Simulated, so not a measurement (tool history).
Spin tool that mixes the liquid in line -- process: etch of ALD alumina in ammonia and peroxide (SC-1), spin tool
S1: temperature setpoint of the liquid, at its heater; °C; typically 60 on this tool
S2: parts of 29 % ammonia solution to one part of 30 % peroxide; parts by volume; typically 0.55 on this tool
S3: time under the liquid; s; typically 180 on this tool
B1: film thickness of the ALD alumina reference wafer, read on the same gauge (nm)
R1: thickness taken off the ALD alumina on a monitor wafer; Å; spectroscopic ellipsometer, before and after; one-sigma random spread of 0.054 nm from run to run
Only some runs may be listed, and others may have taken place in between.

run 1 day=0 | S1=60 S2=0.55 S3=180 | B1=129.97 | R1=154.6
run 2 day=0.458 | S1=56 S2=0.55 S3=180 | B1=129.97 | R1=124.3
run 3 day=0.912 | S1=60 S2=0.55 S3=180 | B1=130.01 | R1=152.6
run 4 day=1.317 | S1=60 S2=0.55 S3=180 | B1=130.01 | R1=153.4
run 5 day=1.933 | S1=60 S2=0.55 S3=180 | B1=130.01 | R1=153.9
run 6 day=2.433 | S1=53 S2=0.45 S3=180 | B1=130 | R1=103.4
run 7 day=2.771 | S1=65 S2=0.55 S3=180 | B1=130 | R1=197.1
run 8 day=3.988 | S1=64 S2=0.3 S3=255 | B1=130 | R1=250.8
-- day=4.412 new drum of ammonia solution connected
-- day=4.446 thermometer replaced
run 9 day=4.467 | S1=52 S2=0.55 S3=180 | B1=129.99 | R1=113.1
-- day=4.717 ammonia flow meter replaced
run 10 day=5.171 | S1=60 S2=0.85 S3=235 | B1=130 | R1=235.9
-- day=5.358 gauge calibrated
-- day=5.471 heated supply line repaired
run 11 day=5.492 | S1=64 S2=0.3 S3=255 | B1=130.03 | R1=282.6
run 12 day=6.142 | S1=68.5 S2=0.3 S3=180 | B1=130 | R1=247.7
run 13 day=6.404 | S1=57 S2=0.85 S3=180 | B1=129.96 | R1=153.4

What does the tool deliver on the next run?
run 14 day=6.7 | S1=60 S2=0.55 S3=215 | B1=? | R1=?

B1: 129.99
R1: 205.5 Å
With no hidden state in the tool, this same run would have given R1 207.5 Å.
